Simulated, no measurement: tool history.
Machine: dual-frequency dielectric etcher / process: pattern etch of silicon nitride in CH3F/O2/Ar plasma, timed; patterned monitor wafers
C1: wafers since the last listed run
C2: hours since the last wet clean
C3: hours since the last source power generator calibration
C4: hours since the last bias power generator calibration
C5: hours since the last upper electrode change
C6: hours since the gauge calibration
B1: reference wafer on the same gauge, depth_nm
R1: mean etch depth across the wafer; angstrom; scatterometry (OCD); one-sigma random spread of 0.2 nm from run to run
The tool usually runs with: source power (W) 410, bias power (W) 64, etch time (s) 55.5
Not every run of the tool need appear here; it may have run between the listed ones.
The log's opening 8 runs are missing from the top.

-- hour=603.9 source power generator calibrated
run 9 hour=648.1 | source_power_(W)=410 bias_power_(W)=64 etch_time_(s)=55.5 | C1=433 C2=209.6 C3=44.2 C4=1523.2 C5=3422.7 C6=981.3 | B1=43.43 | R1=377.8
run 10 hour=736.3 | source_power_(W)=410 bias_power_(W)=64 etch_time_(s)=55.5 | C1=841 C2=297.8 C3=132.4 C4=1611.4 C5=3510.9 C6=1069.5 | B1=43.44 | R1=378.8
run 11 hour=834.1 | source_power_(W)=410 bias_power_(W)=64 etch_time_(s)=55.5 | C1=932 C2=395.6 C3=230.2 C4=1709.2 C5=3608.7 C6=1167.3 | B1=43.57 | R1=381.7
-- hour=839.2 bias power generator calibrated
-- hour=864.5 gauge calibrated
run 12 hour=907.3 | source_power_(W)=410 bias_power_(W)=64 etch_time_(s)=55.5 | C1=660 C2=468.8 C3=303.4 C4=68.1 C5=3681.9 C6=42.8 | B1=43.03 | R1=376.1
-- hour=955.6 wet clean of the chamber
run 13 hour=956.1 | source_power_(W)=410 bias_power_(W)=64 etch_time_(s)=55.5 | C1=236 C2=0.5 C3=352.2 C4=116.9 C5=3730.7 C6=91.6 | B1=43.02 | R1=372.6
run 14 hour=1006.6 | source_power_(W)=360 bias_power_(W)=77 etch_time_(s)=44.0 | C1=481 C2=51.0 C3=402.7 C4=167.4 C5=3781.2 C6=142.1 | B1=43.08 | R1=300.2
run 15 hour=1076.6 | source_power_(W)=500 bias_power_(W)=64 etch_time_(s)=55.5 | C1=667 C2=121.0 C3=472.7 C4=237.4 C5=3851.2 C6=212.1 | B1=43.09 | R1=411.6
run 16 hour=1159.0 | source_power_(W)=410 bias_power_(W)=64 etch_time_(s)=55.5 | C1=786 C2=203.4 C3=555.1 C4=319.8 C5=3933.6 C6=294.5 | B1=43.15 | R1=374.9
run 17 hour=1197.1 | source_power_(W)=450 bias_power_(W)=54 etch_time_(s)=55.5 | C1=363 C2=241.5 C3=593.2 C4=357.9 C5=3971.7 C6=332.6 | B1=43.11 | R1=366.3
run 18 hour=1291.0 | source_power_(W)=410 bias_power_(W)=64 etch_time_(s)=55.5 | C1=895 C2=335.4 C3=687.1 C4=451.8 C5=4065.6 C6=426.5 | B1=43.16 | R1=376.8
run 19 hour=1388.5 | source_power_(W)=470 bias_power_(W)=55 etch_time_(s)=55.5 | C1=930 C2=432.9 C3=784.6 C4=549.3 C5=4163.1 C6=524.0 | B1=43.23 | R1=376.9
-- hour=1474.3 wet clean of the chamber
run 20 hour=1474.8 | source_power_(W)=470 bias_power_(W)=52 etch_time_(s)=55.5 | C1=594 C2=0.5 C3=870.9 C4=635.6 C5=4249.4 C6=610.3 | B1=43.28 | R1=371.8
run 21 hour=1493.0 | source_power_(W)=410 bias_power_(W)=58 etch_time_(s)=55.5 | C1=173 C2=18.7 C3=889.1 C4=653.8 C5=4267.6 C6=628.5 | B1=43.27 | R1=365.1
-- hour=1556.0 upper electrode replaced
run 22 hour=1594.0 | source_power_(W)=500 bias_power_(W)=59 etch_time_(s)=71.0 | C1=734 C2=119.7 C3=990.1 C4=754.8 C5=38.0 C6=729.5 | B1=43.34 | R1=513.2
run 23 hour=1696.8 | source_power_(W)=440 bias_power_(W)=74 etch_time_(s)=55.5 | C1=980 C2=222.5 C3=1092.9 C4=857.6 C5=140.8 C6=832.3 | B1=43.39 | R1=416.6
run 24 hour=1760.1 | source_power_(W)=460 bias_power_(W)=64 etch_time_(s)=42.0 | C1=603 C2=285.8 C3=1156.2 C4=920.9 C5=204.1 C6=895.6 | B1=43.48 | R1=303.0
run 25 hour=1842.3 | source_power_(W)=410 bias_power_(W)=64 etch_time_(s)=55.5 | C1=784 C2=368.0 C3=1238.4 C4=1003.1 C5=286.3 C6=977.8 | B1=43.52 | R1=377.2
run 26 hour=1898.1 | source_power_(W)=410 bias_power_(W)=58 etch_time_(s)=55.5 | C1=532 C2=423.8 C3=1294.2 C4=1058.9 C5=342.1 C6=1033.6 | B1=43.64 | R1=365.5
run 27 hour=1940.6 | source_power_(W)=490 bias_power_(W)=52 etch_time_(s)=55.5 | C1=405 C2=466.3 C3=1336.7 C4=1101.4 C5=384.6 C6=1076.1 | B1=43.66 | R1=382.7
run 28 hour=1981.9 | source_power_(W)=500 bias_power_(W)=50 etch_time_(s)=55.5 | C1=393 C2=507.6 C3=1378.0 C4=1142.7 C5=425.9 C6=1117.4 | B1=43.70 | R1=380.5
-- hour=2012.9 wet clean of the chamber
run 29 hour=2079.2 | source_power_(W)=410 bias_power_(W)=68 etch_time_(s)=55.5 | C1=699 C2=66.3 C3=1475.3 C4=1240.0 C5=523.2 C6=1214.7 | B1=43.77 | R1=388.7
run 30 hour=2175.0 | source_power_(W)=500 bias_power_(W)=64 etch_time_(s)=43.5 | C1=913 C2=162.1 C3=1571.1 C4=1335.8 C5=619.0 C6=1310.5 | B1=43.95 | R1=330.5

What if the next run were any one of these 4? Each begins from the tool's condition after run 30:
run A hour=2175.4 | source_power_(W)=410 bias_power_(W)=64 etch_time_(s)=55.5 | C1=3 C2=162.5 C3=1571.5 C4=1336.2 C5=619.4 C6=1310.9 | B1=? | R1=?
run B hour=2175.4 | source_power_(W)=470 bias_power_(W)=64 etch_time_(s)=55.5 | C1=3 C2=162.5 C3=1571.5 C4=1336.2 C5=619.4 C6=1310.9 | B1=? | R1=?
run C hour=2175.4 | source_power_(W)=410 bias_power_(W)=73 etch_time_(s)=62.5 | C1=3 C2=162.5 C3=1571.5 C4=1336.2 C5=619.4 C6=1310.9 | B1=? | R1=?
run D hour=2175.4 | source_power_(W)=450 bias_power_(W)=64 etch_time_(s)=46.0 | C1=3 C2=162.5 C3=1571.5 C4=1336.2 C5=619.4 C6=1310.9 | B1=? | R1=?

run=A B1=43.98 R1=382.3
run=B B1=43.98 R1=407.7
run=C B1=43.98 R1=453.6
run=D B1=43.98 R1=331.1
Take away the tool's hidden state, keep each run's random variation, and the runs would have read:
run=A R1=373.3
run=B R1=398.0
run=C R1=442.9
run=D R1=323.3

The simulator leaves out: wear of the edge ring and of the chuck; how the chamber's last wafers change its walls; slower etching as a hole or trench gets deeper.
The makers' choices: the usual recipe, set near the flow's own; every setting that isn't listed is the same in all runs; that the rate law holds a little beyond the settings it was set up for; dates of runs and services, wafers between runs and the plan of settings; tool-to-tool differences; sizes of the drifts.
